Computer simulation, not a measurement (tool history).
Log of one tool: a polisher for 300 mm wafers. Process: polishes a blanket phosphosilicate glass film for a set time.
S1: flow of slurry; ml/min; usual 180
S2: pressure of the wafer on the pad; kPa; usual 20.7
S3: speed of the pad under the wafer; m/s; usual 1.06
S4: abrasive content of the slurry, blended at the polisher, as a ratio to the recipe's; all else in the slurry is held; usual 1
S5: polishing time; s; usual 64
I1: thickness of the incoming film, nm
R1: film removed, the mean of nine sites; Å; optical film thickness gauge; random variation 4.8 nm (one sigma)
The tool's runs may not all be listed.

Run 1, day 0: usual settings; I1 4227. Result: R1 5539 Å.
Run 2, day 0.25: usual settings; I1 4262.6. Result: R1 5330 Å.
Run 3, day 0.7: usual settings; I1 4281.2. Result: R1 5334 Å.
At day 1.075: worn pad replaced by a new one.
Run 4, day 1.271: usual settings; I1 4229.3. Result: R1 5321 Å.
At day 1.529: conditioning disc replaced and pad reconditioned.
Run 5, day 1.621: usual settings; I1 4257.5. Result: R1 5771 Å.
Run 6, day 2.254: usual settings; I1 4274.3. Result: R1 5698 Å.
Run 7, day 2.621: usual settings; I1 4297.8. Result: R1 5616 Å.
Run 8, day 3.112: usual settings; I1 4239.3. Result: R1 5683 Å.
Run 9, day 3.717: usual settings but S3 1.14 m/s; I1 4182.2. Result: R1 5827 Å.
Run 10, day 4.125: usual settings but S3 1.14 m/s; I1 4274.9. Result: R1 5826 Å.
Run 11, day 4.604: usual settings; I1 4318. Result: R1 5588 Å.
At day 5.333: worn pad replaced by a new one.
Run 12, day 5.354: usual settings but S2 26.2 kPa, S4 1.1; I1 4263.5. Result: R1 7314 Å.
Run 13, day 6.45: usual settings; I1 4208.6. Result: R1 5468 Å.
Run 14, day 6.796: usual settings but S4 1.2; I1 4205.9. Result: R1 5841 Å.
At day 7.233: slurry blender recalibrated.
At day 7.267: conditioning disc replaced and pad reconditioned.
At day 7.329: head pressure recalibrated.
Run 15, day 8: usual settings but S5 58 s; I1 4312.7. Result: R1 4570 Å.
Run 16, day 8.458: usual settings but S4 0.75; I1 4267.5. Result: R1 4250 Å.
At day 8.704: slurry nozzle cleaned.
At day 8.796: conditioning disc replaced and pad reconditioned, repeated, since the last time left the tool worse.
At day 8.929: worn pad replaced by a new one.
Run 17, day 8.95: usual settings but S1 200 ml/min, S2 26.9 kPa, S5 58 s; I1 4258.1. Result: R1 6800 Å.
Run 18, day 9.508: usual settings; I1 4221.1. Result: R1 5720 Å.
Run 19, day 10.479: usual settings but S1 240 ml/min, S2 27.6 kPa, S3 1.44 m/s; I1 4249.7. Result: R1 9174 Å.
Run 20, day 10.779: usual settings but S5 58 s; I1 4265.7. Result: R1 5065 Å.
Run 21, day 11.079: usual settings but S1 205 ml/min, S3 1.36 m/s, S4 0.85, S5 84 s; I1 4235.2. Result: R1 7874 Å.
Run 22, day 11.588: usual settings; I1 4263.1. Result: R1 5506 Å.

Forecast each of these 4 alternatives for the next run:
Run A, day 11.604: usual settings; I1 4240.1. Result: R1 ?.
Run B, day 11.604: usual settings but S1 155 ml/min, S3 0.76 m/s, S4 1.15, S5 52 s; I1 4240.1. Result: R1 ?.
Run C, day 11.604: usual settings but S2 23.4 kPa; I1 4240.1. Result: R1 ?.
Run D, day 11.604: usual settings but S1 150 ml/min; I1 4240.1. Result: R1 ?.

run    R1
  A  5466
  B  3902
  C  6167
  D  5328
Without the tool's hidden state the same runs would have given:
run    R1
  A  5683
  B  4027
  C  6440
  D  5538
